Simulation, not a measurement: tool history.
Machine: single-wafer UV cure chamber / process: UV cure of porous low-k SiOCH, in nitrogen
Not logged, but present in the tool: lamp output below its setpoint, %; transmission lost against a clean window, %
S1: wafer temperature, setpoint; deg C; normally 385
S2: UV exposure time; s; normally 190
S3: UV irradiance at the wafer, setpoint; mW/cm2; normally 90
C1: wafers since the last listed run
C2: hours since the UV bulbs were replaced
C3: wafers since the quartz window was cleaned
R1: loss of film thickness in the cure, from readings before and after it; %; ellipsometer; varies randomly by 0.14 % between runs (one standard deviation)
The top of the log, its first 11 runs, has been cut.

run,hour,S1,S2,S3,C1,C2,C3,R1
# hour 680.3: quartz window cleaned
12,697.8,385,250,64,217,2526.9,83,11.398
13,791.7,385,190,90,446,2620.8,530,11.736
14,840.1,385,190,90,230,2669.2,760,11.589
15,946.2,385,190,90,504,2775.3,1265,11.658
# hour 967: UV bulbs replaced
16,1050.4,385,190,90,457,83.4,1723,12.699
17,1095.2,385,190,81,213,128.2,1936,12.104
18,1134.1,385,190,90,185,167.1,2121,12.532
19,1175,385,190,90,194,208,2316,12.395
20,1251.4,385,190,90,363,284.4,2679,12.241
21,1335.2,370,120,77,398,368.2,3078,8.63
22,1435.1,377,80,106,475,468.1,3554,7.862
23,1477.5,392,110,52,201,510.5,3756,6.269
# hour 1498.8: quartz window cleaned
24,1801.5,369,220,120,1503,834.5,1440,14.033
25,1893.8,385,190,90,439,926.8,1879,11.955
26,1965.8,385,190,90,342,998.8,2222,11.763
27,2026.8,385,190,81,290,1059.8,2512,10.962
28,2084,385,190,104,272,1117,2785,12.395
29,2187.1,393,190,90,490,1220.1,3275,11.214
# hour 2253.4: quartz window cleaned
30,2266.9,405,90,67,341,1299.9,64,7.141
31,2348.4,390,95,73,387,1381.4,452,7.375
32,2412,385,190,90,302,1445,754,11.613
33,2487.7,385,190,90,360,1520.7,1115,11.553
34,2540.2,378,255,106,249,1573.2,1365,13.974
35,2578.8,366,110,90,183,1611.8,1548,8.497
36,2619.8,397,190,66,195,1652.8,1743,10.217

Forecast run 37:
37,2724.4,385,190,90,497,1757.4,2241,?

For run 37 the tool returned R1 11.28 %.
Take away the tool's hidden state, keep the run-to-run variation as it was, and the same run would have given R1 13.015 %.
